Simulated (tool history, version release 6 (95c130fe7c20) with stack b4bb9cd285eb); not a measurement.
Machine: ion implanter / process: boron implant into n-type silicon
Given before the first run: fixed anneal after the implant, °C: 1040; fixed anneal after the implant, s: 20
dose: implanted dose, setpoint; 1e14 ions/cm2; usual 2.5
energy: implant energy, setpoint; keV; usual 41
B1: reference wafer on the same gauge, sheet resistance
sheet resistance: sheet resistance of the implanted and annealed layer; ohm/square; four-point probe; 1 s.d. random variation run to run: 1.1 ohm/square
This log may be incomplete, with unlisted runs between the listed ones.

Run 1, hour 0: usual settings but dose 2.2 1e14 ions/cm2; B1 405.03. Result: sheet resistance 380.34 ohm/square.
Run 2, hour 190.8: usual settings but dose 2.2 1e14 ions/cm2; B1 404.82. Result: sheet resistance 385.11 ohm/square.
Run 3, hour 217.2: usual settings but dose 2.2 1e14 ions/cm2; B1 405.06. Result: sheet resistance 381.1 ohm/square.
Run 4, hour 281.2: usual settings; B1 404.96. Result: sheet resistance 349.98 ohm/square.
Run 5, hour 323.4: usual settings; B1 404.97. Result: sheet resistance 349.49 ohm/square.
Run 6, hour 386.3: usual settings; B1 404.77. Result: sheet resistance 349.61 ohm/square.
Run 7, hour 455.1: usual settings; B1 404.92. Result: sheet resistance 350.09 ohm/square.
Run 8, hour 484.9: usual settings; B1 405.15. Result: sheet resistance 347.71 ohm/square.
Run 9, hour 530.8: usual settings; B1 404.97. Result: sheet resistance 350.43 ohm/square.
Run 10, hour 590.5: usual settings but energy 45.5 keV; B1 404.76. Result: sheet resistance 344.86 ohm/square.
Run 11, hour 626.6: usual settings but energy 45.5 keV; B1 404.82. Result: sheet resistance 346.88 ohm/square.
Run 12, hour 697.1: usual settings but energy 45.5 keV; B1 405.14. Result: sheet resistance 346.62 ohm/square.
Run 13, hour 724.5: usual settings but energy 37 keV; B1 405.02. Result: sheet resistance 356.85 ohm/square.
Run 14, hour 749.3: usual settings but energy 37 keV; B1 404.94. Result: sheet resistance 356.79 ohm/square.
Run 15, hour 846.8: usual settings but dose 2.86 1e14 ions/cm2; B1 405.31. Result: sheet resistance 318.96 ohm/square.
Run 16, hour 893.3: usual settings but dose 2.86 1e14 ions/cm2; B1 405.05. Result: sheet resistance 318.55 ohm/square.
At hour 943.9: Faraday cup replaced and dose calibrated.
Run 17, hour 948.8: usual settings but dose 2.86 1e14 ions/cm2; B1 404.93. Result: sheet resistance 305.8 ohm/square.
Run 18, hour 997.8: usual settings; B1 404.8. Result: sheet resistance 342.07 ohm/square.
Run 19, hour 1031.4: usual settings but dose 2.06 1e14 ions/cm2, energy 36 keV; B1 405.19. Result: sheet resistance 407.26 ohm/square.
Run 20, hour 1062.9: usual settings; B1 404.99. Result: sheet resistance 343 ohm/square.
Run 21, hour 1124.8: usual settings; B1 405.03. Result: sheet resistance 343.32 ohm/square.
At hour 1148.4: extraction supply calibrated.
Run 22, hour 1154.3: usual settings but dose 2.91 1e14 ions/cm2, energy 54 keV; B1 404.96. Result: sheet resistance 293.18 ohm/square.
Run 23, hour 1191.1: usual settings but dose 2.87 1e14 ions/cm2, energy 49 keV; B1 405.19. Result: sheet resistance 300.56 ohm/square.
Run 24, hour 1250.1: usual settings but dose 2.26 1e14 ions/cm2, energy 34 keV; B1 404.97. Result: sheet resistance 380.9 ohm/square.
Run 25, hour 1321.3: usual settings but dose 3 1e14 ions/cm2, energy 27 keV; B1 404.97. Result: sheet resistance 312.73 ohm/square.
Run 26, hour 1385.8: usual settings; B1 405.28. Result: sheet resistance 345.19 ohm/square.
At hour 1413.6: gauge calibrated.
Run 27, hour 1437.4: usual settings but dose 2.9 1e14 ions/cm2, energy 37.5 keV; B1 404.65. Result: sheet resistance 309.88 ohm/square.
Run 28, hour 1505.6: usual settings but dose 2.93 1e14 ions/cm2, energy 49 keV; B1 404.8. Result: sheet resistance 299.42 ohm/square.
Run 29, hour 1576.4: usual settings but dose 2.06 1e14 ions/cm2, energy 47 keV; B1 405.06. Result: sheet resistance 394.39 ohm/square.
Run 30, hour 1671.9: usual settings but dose 2.9 1e14 ions/cm2, energy 37.5 keV; B1 404.82. Result: sheet resistance 311.8 ohm/square.
Run 31, hour 1732: usual settings; B1 405.25. Result: sheet resistance 348.36 ohm/square.
Run 32, hour 1830.7: usual settings but dose 1.76 1e14 ions/cm2, energy 28.5 keV; B1 405.06. Result: sheet resistance 480.64 ohm/square.
Run 33, hour 1867.7: usual settings; B1 404.73. Result: sheet resistance 347.72 ohm/square.
Run 34, hour 1939: usual settings but dose 2.78 1e14 ions/cm2; B1 405.43. Result: sheet resistance 322.07 ohm/square.
Run 35, hour 2081.6: usual settings but dose 1.99 1e14 ions/cm2, energy 36 keV; B1 405.02. Result: sheet resistance 429.23 ohm/square.
Run 36, hour 2151: usual settings but dose 3.17 1e14 ions/cm2; B1 404.95. Result: sheet resistance 291.46 ohm/square.
Run 37, hour 2179.4: usual settings but dose 1.81 1e14 ions/cm2, energy 48 keV; B1 404.69. Result: sheet resistance 441.22 ohm/square.
Run 38, hour 2234.8: usual settings; B1 404.53. Result: sheet resistance 351.56 ohm/square.

Had the tool no unlogged condition, and each run kept its random variation, what would the results have been?
The tool's hidden condition here consists of: deviation of the true dose from the Faraday cup's reading, %; deviation of the true energy from its setpoint, %; gauge reads high (%).
run  sheet resistance
  1            375.93
  2            378.92
  3            374.74
  4             343.5
  5            342.67
  6            342.27
  7            342.16
  8            339.58
  9            341.86
 10               336
 11            337.67
 12            336.85
 13             346.4
 14            346.13
 15            308.57
 16            307.82
 17            305.37
 18            341.19
 19             405.9
 20            341.59
 21             341.4
 22            291.33
 23            298.39
 24            377.63
 25            309.41
 26            341.11
 27            305.74
 28            294.98
 29            388.19
 30            305.86
 31            341.37
 32            469.93
 33            339.63
 34            313.91
 35            417.26
 36            282.42
 37             428.4
 38             340.3
